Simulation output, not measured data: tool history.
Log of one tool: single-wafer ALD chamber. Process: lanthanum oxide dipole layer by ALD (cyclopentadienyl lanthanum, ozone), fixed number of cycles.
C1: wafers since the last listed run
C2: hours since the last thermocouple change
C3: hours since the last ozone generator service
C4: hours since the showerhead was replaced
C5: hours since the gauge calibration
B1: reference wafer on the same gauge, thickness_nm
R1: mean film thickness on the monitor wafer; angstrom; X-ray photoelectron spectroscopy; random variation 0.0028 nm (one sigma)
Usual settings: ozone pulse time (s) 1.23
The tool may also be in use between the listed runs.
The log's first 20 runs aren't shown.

Run 21, hour 994: usual settings but ozone pulse time (s) 1.43; C1 367; C2 30.4; C3 829.8; C4 284.4; C5 548.1; B1 0.627. Result: R1 5.53 angstrom.
Run 22, hour 1037.4: usual settings; C1 537; C2 73.8; C3 873.2; C4 327.8; C5 591.5; B1 0.625. Result: R1 5.42 angstrom.
Run 23, hour 1067.1: usual settings but ozone pulse time (s) 0.75; C1 367; C2 103.5; C3 902.9; C4 357.5; C5 621.2; B1 0.625. Result: R1 4.99 angstrom.
Run 24, hour 1103.8: usual settings but ozone pulse time (s) 1.69; C1 454; C2 140.2; C3 939.6; C4 394.2; C5 657.9; B1 0.625. Result: R1 5.68 angstrom.
Run 25, hour 1131.9: usual settings but ozone pulse time (s) 0.81; C1 348; C2 168.3; C3 967.7; C4 422.3; C5 686; B1 0.624. Result: R1 4.97 angstrom.
Run 26, hour 1229.9: usual settings but ozone pulse time (s) 1.4; C1 1214; C2 266.3; C3 1065.7; C4 520.3; C5 784; B1 0.621. Result: R1 5.5 angstrom.
Run 27, hour 1274.7: usual settings but ozone pulse time (s) 1.08; C1 555; C2 311.1; C3 1110.5; C4 565.1; C5 828.8; B1 0.621. Result: R1 5.33 angstrom.
Run 28, hour 1305.9: usual settings but ozone pulse time (s) 0.95; C1 386; C2 342.3; C3 1141.7; C4 596.3; C5 860; B1 0.621. Result: R1 5.12 angstrom.
Run 29, hour 1348.6: usual settings but ozone pulse time (s) 1.45; C1 529; C2 385; C3 1184.4; C4 639; C5 902.7; B1 0.62. Result: R1 5.47 angstrom.
Run 30, hour 1381.3: usual settings but ozone pulse time (s) 0.86; C1 405; C2 417.7; C3 1217.1; C4 671.7; C5 935.4; B1 0.62. Result: R1 5.02 angstrom.
Run 31, hour 1417.5: usual settings but ozone pulse time (s) 0.96; C1 448; C2 453.9; C3 1253.3; C4 707.9; C5 971.6; B1 0.62. Result: R1 5.15 angstrom.
Run 32, hour 1489.5: usual settings; C1 892; C2 525.9; C3 1325.3; C4 779.9; C5 1043.6; B1 0.619. Result: R1 5.41 angstrom.
Run 33, hour 1548.4: usual settings; C1 729; C2 584.8; C3 1384.2; C4 838.8; C5 1102.5; B1 0.618. Result: R1 5.34 angstrom.
At hour 1579.5: ozone generator serviced.
Run 34, hour 1580: usual settings but ozone pulse time (s) 1.05; C1 292; C2 616.4; C3 0.5; C4 870.4; C5 1134.1; B1 0.618. Result: R1 5.26 angstrom.

Forecast each of these 4 alternatives for the next run:
Run A, hour 1580.4: usual settings but ozone pulse time (s) 1.42; C1 4; C2 616.8; C3 0.9; C4 870.8; C5 1134.5; B1 ?. Result: R1 ?.
Run B, hour 1580.4: usual settings but ozone pulse time (s) 1.55; C1 4; C2 616.8; C3 0.9; C4 870.8; C5 1134.5; B1 ?. Result: R1 ?.
Run C, hour 1580.4: usual settings but ozone pulse time (s) 1.09; C1 4; C2 616.8; C3 0.9; C4 870.8; C5 1134.5; B1 ?. Result: R1 ?.
Run D, hour 1580.4: usual settings but ozone pulse time (s) 1.1; C1 4; C2 616.8; C3 0.9; C4 870.8; C5 1134.5; B1 ?. Result: R1 ?.

run     B1    R1
  A  0.618  5.47
  B  0.618  5.54
  C  0.618  5.25
  D  0.618  5.26
Without the tool's hidden state the same runs would have given:
run    R1
  A  5.75
  B  5.81
  C  5.52
  D  5.53
